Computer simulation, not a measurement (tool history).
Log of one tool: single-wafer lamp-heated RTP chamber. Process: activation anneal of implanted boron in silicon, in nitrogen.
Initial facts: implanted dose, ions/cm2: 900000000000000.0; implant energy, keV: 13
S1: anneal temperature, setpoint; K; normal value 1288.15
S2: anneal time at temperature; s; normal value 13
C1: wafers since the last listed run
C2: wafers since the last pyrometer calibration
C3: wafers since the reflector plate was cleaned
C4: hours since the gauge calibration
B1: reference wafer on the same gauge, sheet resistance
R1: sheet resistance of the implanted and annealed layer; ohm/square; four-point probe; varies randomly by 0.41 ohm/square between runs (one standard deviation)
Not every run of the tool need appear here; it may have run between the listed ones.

run      day       S1  S2    C1     C2     C3      C4      B1      R1
  1    0.000  1288.15  13     0  18900   2630  1540.1  168.02  142.97
  2    3.542  1288.15  13  2429  21329   5059  1625.1  168.06  143.38
  3    6.708  1288.15  19  2171  23501   7231  1701.1  167.93  142.36
       7.162  -- pyrometer window cleaned and pyrometer calibrated
  4   11.200  1288.15  19  2852   2769  10083  1808.9  168.07  141.72
  5   13.812  1310.15  16  1791   4561  11875  1871.6  168.00  138.23
  6   16.596  1288.15  13  1909   6470  13784  1938.4  167.86  141.62
  7   18.883  1288.15  13  1568   8039  15353  1993.3  167.96  142.98
  8   21.188  1288.15  13  1580   9619  16933  2048.6  167.96  142.74
  9   23.900  1288.15  13  1860  11480  18793  2113.7  167.96  141.59
      25.342  -- reflector plate cleaned
 10   27.933  1288.15  13  2537  14017   1777  2210.5  168.00  143.00
 11   29.629  1288.15   8  1163  15181   2940  2251.2  167.95  144.09
 12   33.396  1269.15  13  2583  17764   5524  2341.6  167.99  148.49
 13   36.992  1269.15  13  2466  20230   7990  2427.9  167.96  148.40
 14   39.754  1269.15  13  1894  22125   9885  2494.2  167.87  147.80
      42.838  -- pyrometer window cleaned and pyrometer calibrated
 15   43.229  1288.15  13  2154    269  12040  2577.6  168.02  142.40
 16   47.362  1288.15  13  2834   3104  14874  2676.8  167.93  142.63
 17   50.162  1288.15  18  1920   5024  16795  2744.0  168.12  141.65
 18   60.808  1258.15  16  7301  12326  24097  2999.5  168.05  148.14
      61.854  -- reflector plate cleaned
 19   69.071  1279.15  16  5438  17764   4949  3197.8  167.99  143.85
 20   72.750  1261.15  13  2523  20288   7472  3286.1  168.00  151.99
      75.538  -- pyrometer window cleaned and pyrometer calibrated
 21   76.638  1288.15  13  2437    755   9910  3379.4  168.04  142.56
 22   82.654  1288.15  13  4126   4881  14037  3523.8  167.98  142.62
 23   88.192  1288.15  13  3798   8679  17835  3656.7  167.94  142.23
 24   90.804  1310.15   8  1791  10471  19627  3719.4  168.02  140.32
 25   93.312  1288.15  10  1720  12192  21347  3779.6  167.96  142.12
      94.442  -- reflector plate cleaned
 26   97.429  1288.15  13  2594  14787   2048  3878.4  167.97  141.93
      98.917  -- gauge calibrated
 27  100.471  1273.15   7  2086  16873   4134    37.3  167.96  150.45
 28  104.679  1296.15  13  2886  19759   7020   138.3  168.08  141.18
     110.025  -- pyrometer window cleaned and pyrometer calibrated
 29  117.246  1288.15  13  8390   4952  15411   439.9  168.03  142.63
     129.742  -- reflector plate cleaned
 30  129.762  1288.15  13  8356  13308     13   740.3  167.92  142.55
 31  131.400  1301.15  18  1123  14431   1136   779.6  168.00  139.41
 32  134.254  1288.15   9  1957  16388   3093   848.1  168.01  143.63
 33  137.146  1265.15  13  1983  18372   5077   917.5  168.07  149.76
 34  139.367  1288.15  13  1523  19895   6600   970.8  168.04  142.60
     146.746  -- pyrometer window cleaned and pyrometer calibrated
 35  151.096  1261.15  13  7816   2983  14416  1252.3  168.08  151.11
 36  154.725  1300.15  13  2489   5472  16905  1339.4  167.99  140.61
 37  157.117  1288.15  16  1640   7113  18545  1396.8  167.98  141.01

Subtracting, for every run, the result it would have given without the tool's unlogged condition from the measured result gives the following. The same run-to-run variation enters both numbers; the gauge's scatter may not:
Unlogged tool condition in this case: true wafer temperature minus pyrometer reading, K; wafer temperature error from the tarnished reflector plate, K; gauge reads high (%).
run     R1
  1  -0.17
  2  -0.23
  3  -0.27
  4  -0.41
  5  -0.30
  6  -0.70
  7  -0.84
  8  -0.97
  9  -1.13
 10  -0.06
 11  -0.10
 12  -0.33
 13  -0.54
 14  -0.77
 15  -0.49
 16  -0.70
 17  -0.79
 18  -5.09
 19  -0.27
 20  -0.94
 21  -0.44
 22  -0.72
 23  -1.03
 24  -0.64
 25  -1.51
 26  -0.07
 27  -0.24
 28  -0.15
 29  -0.75
 30  -0.23
 31  -0.16
 32  -0.30
 33  -0.81
 34  -0.36
 35  -2.58
 36  -0.71
 37  -1.11
